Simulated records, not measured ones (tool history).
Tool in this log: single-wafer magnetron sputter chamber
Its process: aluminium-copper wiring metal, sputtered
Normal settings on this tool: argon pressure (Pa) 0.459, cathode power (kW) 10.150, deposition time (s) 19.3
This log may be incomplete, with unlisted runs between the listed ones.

run   hour  argon pressure (Pa)  cathode power (kW)  deposition time (s)  wafers since the last listed run  wafers on the sputter target  hours since the last manometer calibration  hours since the magnet pack was replaced  hours since the gauge calibration  read-back reference wafer on the same gauge, thickness_nm  mean film thickness on the monitor wafer (angstrom)
  1    0.0                0.459              10.150                 21.4                                 0                          2253                                      1348.4                                    5524.6                              156.8                                                    387.211                                              3683.12
  2   12.0                0.459              10.150                 19.3                               296                          2549                                      1360.4                                    5536.6                              168.8                                                    387.399                                              3327.72
  3   24.8                0.459              10.150                 21.2                               315                          2865                                      1373.2                                    5549.4                              181.6                                                    387.101                                              3661.83
  4   37.5                0.459              10.150                 21.2                               313                          3178                                      1385.9                                    5562.1                              194.3                                                    387.221                                              3650.86
  5   52.3                0.459              10.150                 21.2                               365                          3544                                      1400.7                                    5576.9                              209.1                                                    387.307                                              3664.33
  6   58.4                0.459              11.600                 19.3                               150                          3694                                      1406.8                                    5583.0                              215.2                                                    386.811                                              3816.56
  7   70.5                0.459              11.600                 19.3                               298                          3993                                      1418.9                                    5595.1                              227.3                                                    387.286                                              3822.35
  8   86.2                0.459               8.750                 19.3                               387                          4380                                      1434.6                                    5610.8                              243.0                                                    386.899                                              2872.80
  9  105.7                0.459              12.000                 19.3                               481                          4861                                      1454.1                                    5630.3                              262.5                                                    387.078                                              3937.90
 10  113.9                0.459              12.000                 19.3                               202                          5064                                      1462.3                                    5638.5                              270.7                                                    386.364                                              3915.91
 11  120.1                0.459              10.150                 19.3                               152                          5217                                      1468.5                                    5644.7                              276.9                                                    386.966                                              3326.59
     132.2  -- magnet pack replaced
     133.4  -- capacitance manometer re-zeroed and calibrated
 12  133.9                0.459              10.150                 19.3                               111                          5328                                         0.5                                       1.7                              290.7                                                    387.184                                              3445.56
 13  139.3                0.459              10.150                 19.3                               133                          5461                                         5.9                                       7.1                              296.1                                                    387.115                                              3430.45
 14  151.9                0.459              10.150                 19.3                               310                          5772                                        18.5                                      19.7                              308.7                                                    386.715                                              3454.59
 15  174.6                0.459              10.150                 19.3                               560                          6332                                        41.2                                      42.4                              331.4                                                    387.328                                              3462.14
 16  181.7                0.459              10.150                 19.3                               175                          6508                                        48.3                                      49.5                              338.5                                                    386.930                                              3440.35
 17  191.4                0.459              12.550                 19.3                               239                          6747                                        58.0                                      59.2                              348.2                                                    387.004                                              4248.30
     207.1  -- sputter target and shields replaced
 18  207.6                0.459               9.350                 19.3                               202                            13                                        74.2                                      75.4                              364.4                                                    386.983                                              3172.78
 19  207.9                0.329               8.450                 21.6                                 7                            20                                        74.5                                      75.7                              364.7                                                    387.487                                              3500.24
 20  213.5                0.459              11.000                 15.8                               138                           158                                        80.1                                      81.3                              370.3                                                    387.101                                              3041.36
 21  248.8                0.568              10.150                 20.4                               871                          1029                                       115.4                                     116.6                              405.6                                                    386.891                                              3345.97
     254.0  -- gauge calibrated
 22  258.6                0.615              10.150                 23.1                               241                          1271                                       125.2                                     126.4                                4.6                                                    386.855                                              3672.09
 23  267.3                0.459              10.150                 19.3                               214                          1486                                       133.9                                     135.1                               13.3                                                    386.869                                              3411.68
 24  273.7                0.459              10.150                 19.3                               157                          1644                                       140.3                                     141.5                               19.7                                                    387.010                                              3410.61
 25  287.5                0.299              12.650                 17.4                               340                          1984                                       154.1                                     155.3                               33.5                                                    386.692                                              4292.14
 26  298.5                0.402              11.750                 22.7                               271                          2256                                       165.1                                     166.3                               44.5                                                    387.262                                              4834.04
 27  304.8                0.310              11.300                 22.2                               155                          2411                                       171.4                                     172.6                               50.8                                                    387.035                                              4870.95
 28  312.1                0.394               8.600                 19.3                               180                          2591                                       178.7                                     179.9                               58.1                                                    386.392                                              3027.42
 29  321.8                0.459              10.150                 19.3                               239                          2831                                       188.4                                     189.6                               67.8                                                    386.927                                              3417.69
 30  337.0                0.638              12.200                 22.0                               375                          3206                                       203.6                                     204.8                               83.0                                                    387.019                                              4116.64
 31  348.8                0.372              11.650                 15.5                               291                          3497                                       215.4                                     216.6                               94.8                                                    387.183                                              3324.69
 32  356.5                0.459              10.150                 19.3                               190                          3687                                       223.1                                     224.3                              102.5                                                    386.536                                              3395.13
 33  371.6                0.459              10.150                 19.3                               372                          4059                                       238.2                                     239.4                              117.6                                                    387.208                                              3397.74

Entry by entry between the runs, the difference in hidden state between the last listed run before and the first listed run after:
From run 11 to run 12: magnet pack replaced (hour 132.2); capacitance manometer re-zeroed and calibrated (hour 133.4)
  true argon pressure above the setpoint (%): 15.4 -> 2.45
  the result without the hidden state subtracted from the measured one, mean film thickness on the monitor wafer (angstrom): -156.64 -> -25.54
From run 17 to run 18: sputter target and shields replaced (hour 207.1)
  true argon pressure above the setpoint (%): 4.28 -> 4.75
  the result without the hidden state subtracted from the measured one, mean film thickness on the monitor wafer (angstrom): -55.04 -> -45.69
From run 21 to run 22: gauge calibrated (hour 254.0)
  true argon pressure above the setpoint (%): 5.89 -> 6.14
  the result without the hidden state subtracted from the measured one, mean film thickness on the monitor wafer (angstrom): -75.74 -> -94.30
